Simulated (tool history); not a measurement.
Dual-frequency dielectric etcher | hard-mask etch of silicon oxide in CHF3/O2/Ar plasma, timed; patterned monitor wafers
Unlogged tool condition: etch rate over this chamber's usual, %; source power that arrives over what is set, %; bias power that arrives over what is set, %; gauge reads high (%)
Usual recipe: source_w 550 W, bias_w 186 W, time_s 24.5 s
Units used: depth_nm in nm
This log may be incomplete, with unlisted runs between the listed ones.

run,day,source_w,bias_w,time_s,wafers since the last listed run,hours since the last wet clean,hours since the last source power generator calibration,hours since the last bias power generator calibration,hours since the last upper electrode change,hours since the gauge calibration,"read-back reference wafer on the same gauge, depth_nm",depth_nm
1,0,550,186,24.5,0,426.4,941,2796.3,1449.8,12.6,41.44,46.73
2,4.133,550,186,24.5,1891,525.6,1040.2,2895.5,1549,111.8,41.4,47.28
# day 7.388: wet clean of the chamber
3,7.9,550,186,24.5,1265,12.3,1130.6,2985.9,1639.4,202.2,41.42,45.89
4,9.479,550,186,24.5,722,50.2,1168.5,3023.8,1677.3,240.1,41.39,46.18
5,11.029,550,186,24.5,709,87.4,1205.7,3061,1714.5,277.3,41.38,45.66
6,12.871,550,186,24.5,842,131.6,1249.9,3105.2,1758.7,321.5,41.45,46.12
7,15.7,550,186,24.5,1294,199.5,1317.8,3173.1,1826.6,389.4,41.33,46.33
8,19.517,550,186,24.5,1746,291.1,1409.4,3264.7,1918.2,481,41.46,47.04
9,23.1,550,174,22,1639,377.1,1495.4,3350.7,2004.2,567,41.39,41.4
10,26.662,440,165,29.5,1629,462.6,1580.9,3436.2,2089.7,652.5,41.37,51.57
11,30.842,550,186,24.5,1911,562.9,1681.2,3536.5,2190,752.8,41.32,48
# day 32.229: wet clean of the chamber
12,34.242,550,186,24.5,1098,48.3,1762.8,3618.1,2271.6,834.4,41.45,45.72
# day 35.696: gauge calibrated
# day 36.362: upper electrode replaced
13,37.133,550,162,24.5,865,117.7,1832.2,3687.5,18.5,34.5,41.44,43.62
# day 39.108: bias power generator calibrated
14,39.904,600,168,24.5,1191,184.2,1898.7,19.1,85,101,41.41,45.49
15,42.171,420,198,31.5,1037,238.6,1953.1,73.5,139.4,155.4,41.33,57.14
# day 45.592: source power generator calibrated
16,54.65,660,171,24.5,5632,538.1,217.4,373,438.9,454.9,41.4,48.49
17,58.325,670,186,24.5,1681,626.3,305.6,461.2,527.1,543.1,41.41,51.05

Alternative continuations, all from the tool just after run 17; predict every row:
A,58.342,550,186,24.5,7,626.7,306,461.6,527.5,543.5,?,?
B,58.342,550,167,19,7,626.7,306,461.6,527.5,543.5,?,?
C,58.342,510,208,30,7,626.7,306,461.6,527.5,543.5,?,?

run,"read-back reference wafer on the same gauge, depth_nm",depth_nm
A,41.44,48.34
B,41.44,35.9
C,41.44,60.63
With no hidden state in the tool, these same runs would have given:
run,depth_nm
A,45.96
B,34.13
C,57.65

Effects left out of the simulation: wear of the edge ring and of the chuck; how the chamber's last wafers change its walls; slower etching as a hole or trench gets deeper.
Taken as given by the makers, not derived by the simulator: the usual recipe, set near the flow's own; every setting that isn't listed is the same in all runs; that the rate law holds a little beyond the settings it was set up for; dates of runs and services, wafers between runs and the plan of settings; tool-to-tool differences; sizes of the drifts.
